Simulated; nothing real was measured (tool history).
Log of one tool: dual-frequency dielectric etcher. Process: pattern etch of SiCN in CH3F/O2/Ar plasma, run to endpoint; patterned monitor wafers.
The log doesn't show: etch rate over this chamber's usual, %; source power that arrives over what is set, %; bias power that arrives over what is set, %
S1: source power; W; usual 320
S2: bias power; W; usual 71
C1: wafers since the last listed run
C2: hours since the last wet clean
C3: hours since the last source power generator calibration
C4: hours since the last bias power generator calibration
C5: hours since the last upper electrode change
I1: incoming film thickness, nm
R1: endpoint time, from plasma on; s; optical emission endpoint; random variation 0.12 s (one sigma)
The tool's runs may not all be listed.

run	day	S1	S2	C1	C2	C3	C4	C5	I1	R1
1	0.000	260	60	0	611.2	3204.1	2880.6	4624.3	9.59	33.4
2	0.283	260	60	70	618.0	3210.9	2887.4	4631.1	9.68	33.9
# day 3.058: wet clean of the chamber
3	3.079	260	60	448	0.5	3278.0	2954.5	4698.2	9.65	31.8
4	3.092	320	71	3	0.8	3278.3	2954.8	4698.5	9.64	29.0
5	3.379	320	60	71	7.7	3285.2	2961.7	4705.4	9.57	30.3
6	3.896	320	60	128	20.1	3297.6	2974.1	4717.8	9.43	29.8
7	4.538	320	71	160	35.5	3313.0	2989.5	4733.2	9.64	28.9
8	5.108	270	71	142	49.2	3326.7	3003.2	4746.9	9.56	29.8
9	5.362	280	71	63	55.3	3332.8	3009.3	4753.0	9.54	29.4
10	5.638	320	71	68	61.9	3339.4	3015.9	4759.6	9.54	28.9
# day 6.154: source power generator calibrated
11	6.175	320	81	92	74.8	0.5	3028.8	4772.5	9.63	27.8
# day 6.342: bias power generator calibrated
12	6.683	250	71	85	87.0	12.7	8.2	4784.7	9.61	30.5
# day 7.733: upper electrode replaced
13	8.679	250	71	248	134.9	60.6	56.1	22.7	9.57	30.7
14	9.058	370	60	94	144.0	69.7	65.2	31.8	9.57	29.5
15	9.367	380	71	76	151.4	77.1	72.6	39.2	9.64	28.1
16	9.854	370	71	121	163.1	88.8	84.3	50.9	9.54	28.2

The same runs without the tool's hidden state, with the same run-to-run variation:
run	R1
1	31.8
2	32.3
3	32.1
4	29.3
5	30.6
6	30.0
7	29.1
8	30.0
9	29.5
10	29.1
11	27.9
12	30.6
13	30.7
14	29.5
15	28.0
16	28.1
